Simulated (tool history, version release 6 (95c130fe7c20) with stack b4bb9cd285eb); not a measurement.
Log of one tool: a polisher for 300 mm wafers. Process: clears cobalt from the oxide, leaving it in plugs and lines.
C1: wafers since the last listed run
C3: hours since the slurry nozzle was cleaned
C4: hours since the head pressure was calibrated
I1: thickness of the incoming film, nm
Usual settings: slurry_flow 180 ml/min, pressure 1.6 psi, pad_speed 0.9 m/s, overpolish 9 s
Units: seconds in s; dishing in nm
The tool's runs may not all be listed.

Run 1, hour 0: usual settings but pad_speed 1.06 m/s; C1 0; wafers polished on this pad 1067; C3 11.4; C4 318.8; I1 159.2. Result: seconds 40.8 s, dishing 25.1 nm.
Run 2, hour 47: usual settings; C1 335; wafers polished on this pad 1402; C3 58.4; C4 365.8; I1 160.9. Result: seconds 49.8 s, dishing 22.2 nm.
Run 3, hour 115.2: usual settings but pressure 1.5 psi; C1 486; wafers polished on this pad 1888; C3 126.6; C4 434; I1 157.9. Result: seconds 51.7 s, dishing 20.8 nm.
At hour 311.3: worn pad replaced by a new one.
Run 4, hour 323: usual settings but pressure 1.5 psi; C1 1452; wafers polished on this pad 83; C3 334.4; C4 641.8; I1 160. Result: seconds 48.8 s, dishing 21.8 nm.
At hour 488.7: slurry nozzle cleaned.
Run 5, hour 515.2: usual settings but overpolish 13 s; C1 1362; wafers polished on this pad 1446; C3 26.5; C4 834; I1 161. Result: seconds 48 s, dishing 28.7 nm.
At hour 519.7: head pressure recalibrated.
Run 6, hour 580: usual settings but slurry_flow 130 ml/min; C1 447; wafers polished on this pad 1893; C3 91.3; C4 60.3; I1 159.4. Result: seconds 53.4 s, dishing 20.1 nm.
Run 7, hour 627.7: usual settings but slurry_flow 130 ml/min; C1 340; wafers polished on this pad 2233; C3 139; C4 108; I1 160.7. Result: seconds 54.5 s, dishing 20.2 nm.
Run 8, hour 698: usual settings but slurry_flow 130 ml/min; C1 501; wafers polished on this pad 2735; C3 209.3; C4 178.3; I1 159.8. Result: seconds 53.9 s, dishing 19.9 nm.
Run 9, hour 742.1: usual settings; C1 314; wafers polished on this pad 3049; C3 253.4; C4 222.4; I1 161.4. Result: seconds 52 s, dishing 20.9 nm.
Run 10, hour 790.8: usual settings; C1 347; wafers polished on this pad 3396; C3 302.1; C4 271.1; I1 159.6. Result: seconds 51.9 s, dishing 21 nm.
Run 11, hour 859.4: usual settings; C1 488; wafers polished on this pad 3885; C3 370.7; C4 339.7; I1 159.8. Result: seconds 52.5 s, dishing 20.1 nm.
At hour 868.8: worn pad replaced by a new one.
Run 12, hour 910.3: usual settings but pad_speed 0.72 m/s; C1 334; wafers polished on this pad 295; C3 421.6; C4 390.6; I1 161.5. Result: seconds 58.8 s, dishing 18.9 nm.
Run 13, hour 979: usual settings; C1 489; wafers polished on this pad 785; C3 490.3; C4 459.3; I1 158.5. Result: seconds 47.8 s, dishing 22.3 nm.
Run 14, hour 1049.2: usual settings; C1 500; wafers polished on this pad 1286; C3 560.5; C4 529.5; I1 156.9. Result: seconds 47.2 s, dishing 21.4 nm.
At hour 1087.4: slurry nozzle cleaned.
Run 15, hour 1110.7: usual settings; C1 431; wafers polished on this pad 1717; C3 23.3; C4 591; I1 160.5. Result: seconds 49.5 s, dishing 21.8 nm.
Run 16, hour 1154.2: usual settings; C1 310; wafers polished on this pad 2027; C3 66.8; C4 634.5; I1 161.5. Result: seconds 49.4 s, dishing 21.8 nm.
Run 17, hour 1205: usual settings but pressure 1.8 psi; C1 362; wafers polished on this pad 2389; C3 117.6; C4 685.3; I1 161.2. Result: seconds 44.5 s, dishing 22.6 nm.
Run 18, hour 1270: usual settings but slurry_flow 145 ml/min, pressure 1.3 psi, overpolish 5 s; C1 463; wafers polished on this pad 2852; C3 182.6; C4 750.3; I1 159.1. Result: seconds 64.3 s, dishing 10 nm.
Run 19, hour 1337: usual settings but slurry_flow 230 ml/min; C1 477; wafers polished on this pad 3330; C3 249.6; C4 817.3; I1 159.3. Result: seconds 49.4 s, dishing 21.2 nm.
At hour 1377.9: worn pad replaced by a new one.
Run 20, hour 1378.4: usual settings; C1 266; wafers polished on this pad 3; C3 291; C4 858.7; I1 159.1. Result: seconds 45.4 s, dishing 22.6 nm.
At hour 1429.6: head pressure recalibrated.
Run 21, hour 1442.2: usual settings; C1 440; wafers polished on this pad 443; C3 354.8; C4 12.6; I1 161.5. Result: seconds 46.3 s, dishing 22.1 nm.
Run 22, hour 1473.7: usual settings but slurry_flow 140 ml/min, pressure 1.1 psi, pad_speed 1.08 m/s, overpolish 4 s; C1 224; wafers polished on this pad 668; C3 386.3; C4 44.1; I1 162.3. Result: seconds 60.5 s, dishing 8.8 nm.
Run 23, hour 1521.8: usual settings; C1 342; wafers polished on this pad 1011; C3 434.4; C4 92.2; I1 160.6. Result: seconds 47.3 s, dishing 22.1 nm.
Run 24, hour 1560.5: usual settings but slurry_flow 155 ml/min, pressure 1.4 psi, pad_speed 1.02 m/s, overpolish 12 s; C1 275; wafers polished on this pad 1287; C3 473.1; C4 130.9; I1 161.2. Result: seconds 49.5 s, dishing 27.4 nm.
At hour 1709.7: slurry nozzle cleaned.
Run 25, hour 1752.9: usual settings but slurry_flow 220 ml/min, pressure 1.8 psi, pad_speed 1.18 m/s, overpolish 5 s; C1 1364; wafers polished on this pad 2651; C3 43.2; C4 323.3; I1 162.8. Result: seconds 34.4 s, dishing 18.2 nm.
Run 26, hour 1790: usual settings but slurry_flow 200 ml/min, pad_speed 0.68 m/s; C1 264; wafers polished on this pad 2915; C3 80.3; C4 360.4; I1 159.3. Result: seconds 65.7 s, dishing 16.7 nm.
Run 27, hour 1836: usual settings but pad_speed 0.68 m/s; C1 327; wafers polished on this pad 3243; C3 126.3; C4 406.4; I1 159.6. Result: seconds 69.9 s, dishing 16.1 nm.
At hour 1885.9: worn pad replaced by a new one.
Run 28, hour 1903.6: usual settings; C1 453; wafers polished on this pad 126; C3 193.9; C4 474; I1 157.7. Result: seconds 45.9 s, dishing 22.6 nm.
Run 29, hour 1946.5: usual settings but pad_speed 0.78 m/s; C1 305; wafers polished on this pad 431; C3 236.8; C4 516.9; I1 157.3. Result: seconds 53.6 s, dishing 20 nm.
Run 30, hour 2004.2: usual settings; C1 411; wafers polished on this pad 843; C3 294.5; C4 574.6; I1 160.4. Result: seconds 49.6 s, dishing 21.7 nm.
Run 31, hour 2029.3: usual settings but slurry_flow 145 ml/min, pad_speed 1 m/s; C1 178; wafers polished on this pad 1022; C3 319.6; C4 599.7; I1 162.3. Result: seconds 46.5 s, dishing 22.9 nm.
Run 32, hour 2096.4: usual settings but slurry_flow 125 ml/min, pressure 1.8 psi, pad_speed 1.06 m/s, overpolish 13 s; C1 478; wafers polished on this pad 1500; C3 386.7; C4 666.8; I1 161.5. Result: seconds 40.7 s, dishing 32.8 nm.
Run 33, hour 2155.1: usual settings but pad_speed 1.08 m/s, overpolish 12 s; C1 418; wafers polished on this pad 1918; C3 445.4; C4 725.5; I1 158.7. Result: seconds 42.5 s, dishing 30.8 nm.
Run 34, hour 2188.1: usual settings but pad_speed 1.12 m/s, overpolish 5 s; C1 235; wafers polished on this pad 2154; C3 478.4; C4 758.5; I1 157.8. Result: seconds 40 s, dishing 15.7 nm.
Run 35, hour 2243.5: usual settings but pressure 1.2 psi, overpolish 13 s; C1 394; wafers polished on this pad 2548; C3 533.8; C4 813.9; I1 160.6. Result: seconds 68.2 s, dishing 22.8 nm.

Measured less the same run without the tool's hidden state. The same run-to-run variation is in both; the gauge's scatter may not be:
The hidden state here: removal rate lost through wear of the pad, %; slurry flow missing at the pad, %; deviation of the head's pressure from its setpoint, %.
run  seconds  dishing
  1     +1.7     -0.8
  2     +2.5       -1
  3     +3.5     -1.3
  4     +0.6     -0.2
  5     +2.7     -1.3
  6     +3.8     -1.3
  7     +4.5     -1.5
  8     +5.3     -1.9
  9     +5.7     -2.2
 10     +6.3     -2.3
 11     +7.2     -2.6
 12     +0.6     -0.1
 13     +1.3     -0.5
 14       +2     -0.8
 15     +2.8     -1.1
 16     +3.3     -1.3
 17     +3.5     -1.6
 18       +6       -1
 19     +5.4     -2.1
 20     +0.1       +0
 21     +0.7     -0.3
 22     +1.4     -0.2
 23     +1.6     -0.7
 24     +2.2       -1
 25       +3     -1.5
 26     +6.4     -1.5
 27     +7.6     -1.7
 28     +1.5     -0.6
 29     +2.3     -0.7
 30     +2.8     -1.1
 31     +2.9     -1.2
 32     +3.2     -1.9
 33     +3.9     -2.2
 34       +4     -1.6
 35     +7.7     -2.4
